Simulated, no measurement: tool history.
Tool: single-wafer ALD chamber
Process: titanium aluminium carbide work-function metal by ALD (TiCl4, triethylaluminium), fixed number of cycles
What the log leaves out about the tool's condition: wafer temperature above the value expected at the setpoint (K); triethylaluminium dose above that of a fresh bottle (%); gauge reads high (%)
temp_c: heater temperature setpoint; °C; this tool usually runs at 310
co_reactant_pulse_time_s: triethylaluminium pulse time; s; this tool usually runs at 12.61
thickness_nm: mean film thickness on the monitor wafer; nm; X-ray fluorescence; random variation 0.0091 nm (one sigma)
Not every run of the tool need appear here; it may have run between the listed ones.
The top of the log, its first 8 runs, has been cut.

run	hour	temp_c	co_reactant_pulse_time_s	wafers since the last listed run	hours since the last thermocouple change	hours since the last triethylaluminium bottle change	hours since the showerhead was replaced	hours since the gauge calibration	read-back reference wafer on the same gauge, thickness_nm	thickness_nm
9	93.1	310	9.77	63	29.1	33.2	2593.2	419.5	2.181	2.187
# hour 94.3: gauge calibrated
10	106.2	310	9.77	133	42.2	46.3	2606.3	11.9	2.18	2.188
11	112.9	298	9.73	68	48.9	53	2613	18.6	2.179	2.067
12	124.7	306	8.82	120	60.7	64.8	2624.8	30.4	2.178	2.102
# hour 137.3: showerhead replaced
13	140.6	310	12.61	80	76.6	80.7	3.3	46.3	2.181	2.222
14	157	310	12.61	167	93	97.1	19.7	62.7	2.18	2.209
15	163	295	14.87	61	99	103.1	25.7	68.7	2.179	2.103
16	178.2	310	14.46	155	114.2	118.3	40.9	83.9	2.182	2.228
17	192.9	322	14.34	150	128.9	133	55.6	98.6	2.181	2.34
18	205.1	319	9.95	124	141.1	145.2	67.8	110.8	2.18	2.225
19	218.7	303	12.61	138	154.7	158.8	81.4	124.4	2.179	2.133
20	228.5	310	12.61	100	164.5	168.6	91.2	134.2	2.181	2.189
21	244.1	315	14.23	159	180.1	184.2	106.8	149.8	2.178	2.271
22	251.5	299	15.66	75	187.5	191.6	114.2	157.2	2.183	2.134
23	265.3	299	12.61	140	201.3	205.4	128	171	2.18	2.094
24	282.4	299	8.29	174	218.4	222.5	145.1	188.1	2.18	1.95
25	296.9	322	10.42	148	232.9	237	159.6	202.6	2.183	2.23
26	310.2	310	10.91	135	246.2	250.3	172.9	215.9	2.18	2.148
27	321.6	310	12.61	116	257.6	261.7	184.3	227.3	2.178	2.187
28	359.5	310	12.61	387	295.5	299.6	222.2	265.2	2.18	2.185
29	366.9	322	16.52	75	302.9	307	229.6	272.6	2.181	2.35
30	381.7	310	17.52	151	317.7	321.8	244.4	287.4	2.178	2.229
31	391.3	295	16.47	98	327.3	331.4	254	297	2.18	2.089
32	404.4	317	14.02	133	340.4	344.5	267.1	310.1	2.18	2.266

Alternative continuations, all from the tool just after run 32; predict every row:
A	404.8	310	12.61	4	340.8	344.9	267.5	310.5	?	?
B	404.8	310	10.83	4	340.8	344.9	267.5	310.5	?	?
C	404.8	321	15.81	4	340.8	344.9	267.5	310.5	?	?
D	404.8	321	14.5	4	340.8	344.9	267.5	310.5	?	?
E	404.8	325	12.61	4	340.8	344.9	267.5	310.5	?	?

run	read-back reference wafer on the same gauge, thickness_nm	thickness_nm
A	2.182	2.186
B	2.182	2.14
C	2.182	2.338
D	2.182	2.321
E	2.182	2.322
Take away the tool's hidden state, keep each run's random variation, and the runs would have read:
run	thickness_nm
A	2.267
B	2.249
C	2.389
D	2.383
E	2.408
